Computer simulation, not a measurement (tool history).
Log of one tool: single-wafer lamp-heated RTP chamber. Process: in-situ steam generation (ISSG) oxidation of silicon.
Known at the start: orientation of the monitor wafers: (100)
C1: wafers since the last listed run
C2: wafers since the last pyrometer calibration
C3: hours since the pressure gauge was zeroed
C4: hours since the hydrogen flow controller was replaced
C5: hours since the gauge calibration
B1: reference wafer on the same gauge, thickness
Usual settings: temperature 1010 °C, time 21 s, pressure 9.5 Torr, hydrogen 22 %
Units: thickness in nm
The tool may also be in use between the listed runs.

{"run": 1, "hour": 0.0, "temperature": 1010, "time": 21, "pressure": 9.5, "hydrogen": 22, "C1": 0, "C2": 3421, "C3": 879.1, "C4": 1254.4, "C5": 2007.7, "B1": 5.222, "thickness": 6.012}
{"run": 2, "hour": 35.9, "temperature": 1010, "time": 21, "pressure": 9.5, "hydrogen": 22, "C1": 389, "C2": 3810, "C3": 915, "C4": 1290.3, "C5": 2043.6, "B1": 5.228, "thickness": 6.037}
{"run": 3, "hour": 107.8, "temperature": 1010, "time": 21, "pressure": 8.9, "hydrogen": 22, "C1": 779, "C2": 4589, "C3": 986.9, "C4": 1362.2, "C5": 2115.5, "B1": 5.221, "thickness": 6.123}
{"run": 4, "hour": 268.7, "temperature": 1010, "time": 21, "pressure": 8.9, "hydrogen": 22, "C1": 1743, "C2": 6333, "C3": 1147.8, "C4": 1523.1, "C5": 2276.4, "B1": 5.221, "thickness": 6.181}
{"run": 5, "hour": 340.7, "temperature": 1010, "time": 21, "pressure": 8.9, "hydrogen": 22, "C1": 780, "C2": 7113, "C3": 1219.8, "C4": 1595.1, "C5": 2348.4, "B1": 5.218, "thickness": 6.166}
{"run": 6, "hour": 411.8, "temperature": 1010, "time": 21, "pressure": 9.5, "hydrogen": 22, "C1": 770, "C2": 7884, "C3": 1290.9, "C4": 1666.2, "C5": 2419.5, "B1": 5.215, "thickness": 6.159}
{"run": 7, "hour": 474.5, "temperature": 1010, "time": 21, "pressure": 9.5, "hydrogen": 22, "C1": 679, "C2": 8563, "C3": 1353.6, "C4": 1728.9, "C5": 2482.2, "B1": 5.225, "thickness": 6.199}
{"hour": 491.7, "done": "pyrometer window cleaned and pyrometer calibrated"}
{"run": 8, "hour": 526.7, "temperature": 1010, "time": 21, "pressure": 9.5, "hydrogen": 22, "C1": 479, "C2": 379, "C3": 1405.8, "C4": 1781.1, "C5": 2534.4, "B1": 5.216, "thickness": 5.923}
{"run": 9, "hour": 726.8, "temperature": 1010, "time": 21, "pressure": 9.5, "hydrogen": 22, "C1": 2168, "C2": 2548, "C3": 1605.9, "C4": 1981.2, "C5": 2734.5, "B1": 5.219, "thickness": 6.039}
{"run": 10, "hour": 766.7, "temperature": 1010, "time": 21, "pressure": 9.5, "hydrogen": 22, "C1": 432, "C2": 2980, "C3": 1645.8, "C4": 2021.1, "C5": 2774.4, "B1": 5.215, "thickness": 6.022}
{"hour": 778.7, "done": "pressure gauge zeroed"}
{"run": 11, "hour": 835.9, "temperature": 1010, "time": 21, "pressure": 9.5, "hydrogen": 22, "C1": 663, "C2": 3644, "C3": 57.2, "C4": 2090.3, "C5": 2843.6, "B1": 5.219, "thickness": 6.097}
{"run": 12, "hour": 891.6, "temperature": 1010, "time": 21, "pressure": 8.2, "hydrogen": 22, "C1": 603, "C2": 4247, "C3": 112.9, "C4": 2146, "C5": 2899.3, "B1": 5.217, "thickness": 6.181}
{"run": 13, "hour": 931.0, "temperature": 1010, "time": 21, "pressure": 9.5, "hydrogen": 22, "C1": 426, "C2": 4674, "C3": 152.3, "C4": 2185.4, "C5": 2938.7, "B1": 5.222, "thickness": 6.09}
{"hour": 943.9, "done": "hydrogen flow controller replaced"}
{"run": 14, "hour": 1067.8, "temperature": 1010, "time": 21, "pressure": 8.9, "hydrogen": 22, "C1": 1395, "C2": 6070, "C3": 289.1, "C4": 123.9, "C5": 3075.5, "B1": 5.22, "thickness": 6.197}
{"run": 15, "hour": 1101.4, "temperature": 1010, "time": 21, "pressure": 9.5, "hydrogen": 14, "C1": 364, "C2": 6434, "C3": 322.7, "C4": 157.5, "C5": 3109.1, "B1": 5.224, "thickness": 5.628}
{"hour": 1107.7, "done": "gauge calibrated"}
{"run": 16, "hour": 1147.7, "temperature": 1010, "time": 21, "pressure": 9.5, "hydrogen": 22, "C1": 501, "C2": 6936, "C3": 369, "C4": 203.8, "C5": 40, "B1": 5.221, "thickness": 6.18}
{"run": 17, "hour": 1202.1, "temperature": 1010, "time": 16, "pressure": 10.2, "hydrogen": 22, "C1": 589, "C2": 7525, "C3": 423.4, "C4": 258.2, "C5": 94.4, "B1": 5.219, "thickness": 5.414}
{"run": 18, "hour": 1263.7, "temperature": 1016, "time": 21, "pressure": 8.2, "hydrogen": 19, "C1": 667, "C2": 8193, "C3": 485, "C4": 319.8, "C5": 156, "B1": 5.22, "thickness": 6.282}
{"hour": 1301.7, "done": "pyrometer window cleaned and pyrometer calibrated"}
{"run": 19, "hour": 1302.2, "temperature": 1004, "time": 17, "pressure": 9.5, "hydrogen": 31, "C1": 330, "C2": 4, "C3": 523.5, "C4": 358.3, "C5": 194.5, "B1": 5.22, "thickness": 5.671}
{"run": 20, "hour": 1363.9, "temperature": 1027, "time": 24, "pressure": 8.4, "hydrogen": 17, "C1": 668, "C2": 673, "C3": 585.2, "C4": 420, "C5": 256.2, "B1": 5.219, "thickness": 6.582}
{"run": 21, "hour": 1413.2, "temperature": 1010, "time": 21, "pressure": 9.5, "hydrogen": 22, "C1": 534, "C2": 1207, "C3": 634.5, "C4": 469.3, "C5": 305.5, "B1": 5.218, "thickness": 5.919}
{"run": 22, "hour": 1480.0, "temperature": 1010, "time": 25, "pressure": 8.1, "hydrogen": 22, "C1": 723, "C2": 1931, "C3": 701.3, "C4": 536.1, "C5": 372.3, "B1": 5.218, "thickness": 6.564}
{"run": 23, "hour": 1517.9, "temperature": 992, "time": 21, "pressure": 10.2, "hydrogen": 31, "C1": 410, "C2": 2342, "C3": 739.2, "C4": 574, "C5": 410.2, "B1": 5.218, "thickness": 5.859}
{"run": 24, "hour": 1568.2, "temperature": 1010, "time": 21, "pressure": 9.5, "hydrogen": 28, "C1": 545, "C2": 2887, "C3": 789.5, "C4": 624.3, "C5": 460.5, "B1": 5.223, "thickness": 6.296}
{"run": 25, "hour": 1619.5, "temperature": 1003, "time": 27, "pressure": 10.2, "hydrogen": 22, "C1": 555, "C2": 3443, "C3": 840.8, "C4": 675.6, "C5": 511.8, "B1": 5.221, "thickness": 6.506}
{"run": 26, "hour": 1654.5, "temperature": 1010, "time": 21, "pressure": 9.5, "hydrogen": 22, "C1": 379, "C2": 3822, "C3": 875.8, "C4": 710.6, "C5": 546.8, "B1": 5.215, "thickness": 6}
{"run": 27, "hour": 1717.4, "temperature": 1010, "time": 21, "pressure": 9.5, "hydrogen": 22, "C1": 681, "C2": 4504, "C3": 938.7, "C4": 773.5, "C5": 609.7, "B1": 5.217, "thickness": 6.022}
{"run": 28, "hour": 1780.3, "temperature": 1010, "time": 21, "pressure": 8.3, "hydrogen": 28, "C1": 681, "C2": 5186, "C3": 1001.6, "C4": 836.4, "C5": 672.6, "B1": 5.219, "thickness": 6.518}
{"run": 29, "hour": 1814.5, "temperature": 1010, "time": 25, "pressure": 8.1, "hydrogen": 22, "C1": 370, "C2": 5556, "C3": 1035.8, "C4": 870.6, "C5": 706.8, "B1": 5.225, "thickness": 6.692}
{"run": 30, "hour": 1857.4, "temperature": 997, "time": 14, "pressure": 8, "hydrogen": 18, "C1": 464, "C2": 6021, "C3": 1078.7, "C4": 913.5, "C5": 749.7, "B1": 5.217, "thickness": 4.637}

The same runs without the tool's hidden state, with the same run-to-run variation:
The hidden state here: true wafer temperature minus pyrometer reading, K; true pressure minus gauge reading, Torr; deviation of the hydrogen flow from its setpoint, %; gauge reads high (%).
run=1 thickness=5.892
run=2 thickness=5.904
run=3 thickness=5.963
run=4 thickness=5.962
run=5 thickness=5.922
run=6 thickness=5.89
run=7 thickness=5.906
run=8 thickness=5.86
run=9 thickness=5.906
run=10 thickness=5.875
run=11 thickness=5.924
run=12 thickness=5.986
run=13 thickness=5.884
run=14 thickness=5.938
run=15 thickness=5.383
run=16 thickness=5.894
run=17 thickness=5.165
run=18 thickness=5.938
run=19 thickness=5.667
run=20 thickness=6.551
run=21 thickness=5.877
run=22 thickness=6.49
run=23 thickness=5.791
run=24 thickness=6.196
run=25 thickness=6.382
run=26 thickness=5.875
run=27 thickness=5.875
run=28 thickness=6.336
run=29 thickness=6.483
run=30 thickness=4.514
